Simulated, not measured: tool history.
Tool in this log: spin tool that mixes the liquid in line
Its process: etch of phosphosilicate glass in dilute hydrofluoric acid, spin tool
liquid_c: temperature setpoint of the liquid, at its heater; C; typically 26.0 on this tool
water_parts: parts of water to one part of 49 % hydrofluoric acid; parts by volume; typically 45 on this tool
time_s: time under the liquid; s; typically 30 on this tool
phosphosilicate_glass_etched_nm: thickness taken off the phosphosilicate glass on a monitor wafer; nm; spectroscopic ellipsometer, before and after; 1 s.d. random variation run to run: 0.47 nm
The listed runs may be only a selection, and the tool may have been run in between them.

| run | hour | liquid_c | water_parts | time_s | read-back film thickness of the phosphosilicate glass reference wafer, read on the same gauge (nm) | phosphosilicate_glass_etched_nm |
|---|---|---|---|---|---|---|
| 1 | 0.0 | 26.0 | 45 | 30 | 110.02 | 151.13 |
| 2 | 48.0 | 26.0 | 45 | 30 | 110.01 | 152.05 |
| 3 | 81.8 | 26.0 | 45 | 30 | 110.00 | 151.33 |
| 4 | 133.5 | 26.0 | 45 | 30 | 110.01 | 150.71 |
| 5 | 159.2 | 26.0 | 45 | 30 | 110.01 | 151.75 |
| 6 | 193.0 | 26.0 | 45 | 30 | 110.03 | 151.51 |
| 7 | 259.6 | 26.0 | 45 | 30 | 109.99 | 151.44 |
| 8 | 322.6 | 26.0 | 45 | 30 | 110.00 | 150.91 |
| 9 | 392.4 | 26.0 | 45 | 30 | 109.98 | 151.20 |
| 10 | 428.5 | 26.0 | 45 | 30 | 109.96 | 152.13 |
|  | 435.5 | gauge calibrated |
| 11 | 484.2 | 26.0 | 45 | 30 | 109.98 | 151.65 |
| 12 | 527.0 | 26.0 | 45 | 30 | 110.00 | 151.37 |
| 13 | 556.1 | 26.0 | 45 | 30 | 109.99 | 151.12 |
|  | 573.1 | thermometer replaced |
| 14 | 595.1 | 26.0 | 45 | 30 | 110.00 | 151.59 |
| 15 | 632.1 | 26.0 | 35 | 40 | 109.98 | 263.63 |
| 16 | 696.8 | 26.0 | 45 | 15 | 110.00 | 76.14 |
| 17 | 722.8 | 22.0 | 50 | 50 | 110.00 | 192.35 |
| 18 | 752.7 | 29.0 | 35 | 30 | 109.98 | 224.39 |
| 19 | 808.4 | 28.0 | 45 | 20 | 109.98 | 110.06 |
| 20 | 867.5 | 26.0 | 45 | 30 | 110.01 | 152.53 |
| 21 | 928.9 | 26.0 | 45 | 30 | 109.97 | 152.99 |
| 22 | 965.7 | 24.0 | 60 | 30 | 109.99 | 103.75 |
| 23 | 1004.5 | 26.0 | 45 | 30 | 110.00 | 151.64 |
| 24 | 1033.8 | 26.0 | 45 | 20 | 110.00 | 101.69 |
| 25 | 1088.3 | 23.5 | 65 | 25 | 110.02 | 77.01 |
|  | 1115.7 | hydrofluoric acid flow meter replaced |
| 26 | 1121.1 | 26.0 | 45 | 30 | 110.04 | 149.04 |
| 27 | 1164.9 | 26.0 | 45 | 30 | 110.00 | 149.94 |
| 28 | 1194.3 | 26.0 | 45 | 30 | 109.99 | 150.15 |
| 29 | 1403.6 | 30.5 | 45 | 30 | 110.01 | 179.97 |

The same runs without the tool's hidden state, with the same run-to-run variation:
Unlogged tool condition in this case: liquid hotter than its thermometer reads (K); hydrofluoric acid flow above the setpoint (%); gauge reads high (%).
| run | phosphosilicate_glass_etched_nm |
|---|---|
| 1 | 148.88 |
| 2 | 149.69 |
| 3 | 148.90 |
| 4 | 148.22 |
| 5 | 149.17 |
| 6 | 148.90 |
| 7 | 148.69 |
| 8 | 148.06 |
| 9 | 148.24 |
| 10 | 149.07 |
| 11 | 148.50 |
| 12 | 148.16 |
| 13 | 147.84 |
| 14 | 148.23 |
| 15 | 257.78 |
| 16 | 74.36 |
| 17 | 187.82 |
| 18 | 219.06 |
| 19 | 107.35 |
| 20 | 148.68 |
| 21 | 149.02 |
| 22 | 100.96 |
| 23 | 147.56 |
| 24 | 98.91 |
| 25 | 74.82 |
| 26 | 148.55 |
| 27 | 149.38 |
| 28 | 149.55 |
| 29 | 178.77 |
